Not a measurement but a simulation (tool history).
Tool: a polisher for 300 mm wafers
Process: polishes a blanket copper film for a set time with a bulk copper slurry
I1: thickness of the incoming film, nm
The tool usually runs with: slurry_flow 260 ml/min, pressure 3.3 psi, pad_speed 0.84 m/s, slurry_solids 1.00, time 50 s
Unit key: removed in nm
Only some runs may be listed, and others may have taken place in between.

run 1 hour=0.0 | slurry_flow=260 pressure=3.3 pad_speed=0.84 slurry_solids=1.10 time=50 | I1=3359.0 | removed=427.8
run 2 hour=12.9 | slurry_flow=260 pressure=3.3 pad_speed=0.84 slurry_solids=1.10 time=50 | I1=3401.6 | removed=419.5
-- hour=90.3 slurry blender recalibrated
-- hour=94.8 worn pad replaced by a new one
run 3 hour=108.0 | slurry_flow=260 pressure=3.3 pad_speed=0.84 slurry_solids=1.00 time=38 | I1=3422.7 | removed=322.8
run 4 hour=132.7 | slurry_flow=260 pressure=3.3 pad_speed=0.84 slurry_solids=1.00 time=50 | I1=3351.4 | removed=431.4
run 5 hour=151.3 | slurry_flow=260 pressure=3.3 pad_speed=0.84 slurry_solids=1.00 time=50 | I1=3401.4 | removed=426.5
run 6 hour=170.8 | slurry_flow=260 pressure=3.3 pad_speed=0.84 slurry_solids=1.00 time=50 | I1=3395.5 | removed=423.0
run 7 hour=200.5 | slurry_flow=260 pressure=3.3 pad_speed=1.00 slurry_solids=1.00 time=50 | I1=3361.2 | removed=482.4
run 8 hour=228.6 | slurry_flow=260 pressure=3.3 pad_speed=0.84 slurry_solids=1.00 time=50 | I1=3444.2 | removed=433.0
-- hour=248.1 worn pad replaced by a new one, of another model than before
run 9 hour=253.6 | slurry_flow=260 pressure=3.3 pad_speed=0.84 slurry_solids=1.00 time=50 | I1=3428.7 | removed=412.3
run 10 hour=275.4 | slurry_flow=260 pressure=2.5 pad_speed=0.84 slurry_solids=1.00 time=61 | I1=3405.7 | removed=453.8
run 11 hour=293.6 | slurry_flow=260 pressure=2.5 pad_speed=0.84 slurry_solids=1.00 time=61 | I1=3379.8 | removed=436.0
run 12 hour=308.2 | slurry_flow=260 pressure=2.5 pad_speed=0.84 slurry_solids=1.00 time=61 | I1=3414.3 | removed=454.3
run 13 hour=326.2 | slurry_flow=260 pressure=3.3 pad_speed=0.84 slurry_solids=0.80 time=37 | I1=3382.8 | removed=290.7
run 14 hour=351.5 | slurry_flow=260 pressure=3.3 pad_speed=1.00 slurry_solids=1.25 time=50 | I1=3428.8 | removed=522.7
-- hour=363.2 slurry nozzle cleaned
run 15 hour=375.6 | slurry_flow=260 pressure=3.3 pad_speed=0.84 slurry_solids=1.00 time=50 | I1=3411.7 | removed=420.9
run 16 hour=391.9 | slurry_flow=260 pressure=3.6 pad_speed=0.84 slurry_solids=1.00 time=50 | I1=3352.5 | removed=444.3
-- hour=414.5 slurry blender recalibrated
-- hour=419.9 worn pad replaced by a new one
run 17 hour=421.0 | slurry_flow=260 pressure=3.3 pad_speed=0.84 slurry_solids=1.00 time=50 | I1=3334.5 | removed=420.5
run 18 hour=443.0 | slurry_flow=260 pressure=3.7 pad_speed=0.84 slurry_solids=0.70 time=50 | I1=3328.5 | removed=414.5
run 19 hour=455.6 | slurry_flow=295 pressure=3.3 pad_speed=0.84 slurry_solids=0.85 time=61 | I1=3362.2 | removed=495.7
run 20 hour=472.4 | slurry_flow=260 pressure=3.3 pad_speed=0.84 slurry_solids=1.00 time=50 | I1=3463.4 | removed=418.7
-- hour=483.3 head pressure recalibrated
run 21 hour=485.1 | slurry_flow=260 pressure=3.3 pad_speed=1.04 slurry_solids=1.00 time=66 | I1=3355.7 | removed=660.7
run 22 hour=513.0 | slurry_flow=260 pressure=2.7 pad_speed=1.04 slurry_solids=1.00 time=50 | I1=3370.6 | removed=451.6
run 23 hour=546.9 | slurry_flow=260 pressure=3.7 pad_speed=0.64 slurry_solids=0.80 time=45 | I1=3354.5 | removed=276.8
-- hour=567.3 worn pad replaced by a new one
run 24 hour=567.6 | slurry_flow=260 pressure=3.8 pad_speed=0.84 slurry_solids=1.30 time=50 | I1=3362.5 | removed=473.4
run 25 hour=597.0 | slurry_flow=260 pressure=3.3 pad_speed=1.12 slurry_solids=1.00 time=50 | I1=3374.5 | removed=536.7
run 26 hour=622.7 | slurry_flow=260 pressure=2.5 pad_speed=0.84 slurry_solids=1.00 time=61 | I1=3396.2 | removed=430.0
run 27 hour=649.5 | slurry_flow=260 pressure=3.3 pad_speed=0.84 slurry_solids=1.00 time=65 | I1=3325.0 | removed=538.3
run 28 hour=667.3 | slurry_flow=260 pressure=2.9 pad_speed=0.84 slurry_solids=1.00 time=63 | I1=3402.6 | removed=471.3
run 29 hour=684.3 | slurry_flow=310 pressure=4.4 pad_speed=1.06 slurry_solids=1.00 time=32 | I1=3334.3 | removed=393.6

Forecast each of these 5 alternatives for the next run:
run A hour=684.7 | slurry_flow=260 pressure=3.0 pad_speed=0.84 slurry_solids=1.00 time=50 | I1=3439.2 | removed=?
run B hour=684.7 | slurry_flow=185 pressure=3.3 pad_speed=0.84 slurry_solids=1.00 time=50 | I1=3439.2 | removed=?
run C hour=684.7 | slurry_flow=305 pressure=3.3 pad_speed=0.92 slurry_solids=1.00 time=65 | I1=3439.2 | removed=?
run D hour=684.7 | slurry_flow=260 pressure=3.7 pad_speed=0.84 slurry_solids=1.00 time=58 | I1=3439.2 | removed=?
run E hour=684.7 | slurry_flow=220 pressure=3.3 pad_speed=0.96 slurry_solids=1.25 time=50 | I1=3439.2 | removed=?

run=A removed=383.7
run=B removed=395.2
run=C removed=580.2
run=D removed=499.1
run=E removed=483.5
Stripped of hidden state, with their random variation kept, the same runs would have yielded:
run=A removed=375.4
run=B removed=386.6
run=C removed=567.7
run=D removed=488.2
run=E removed=473.0
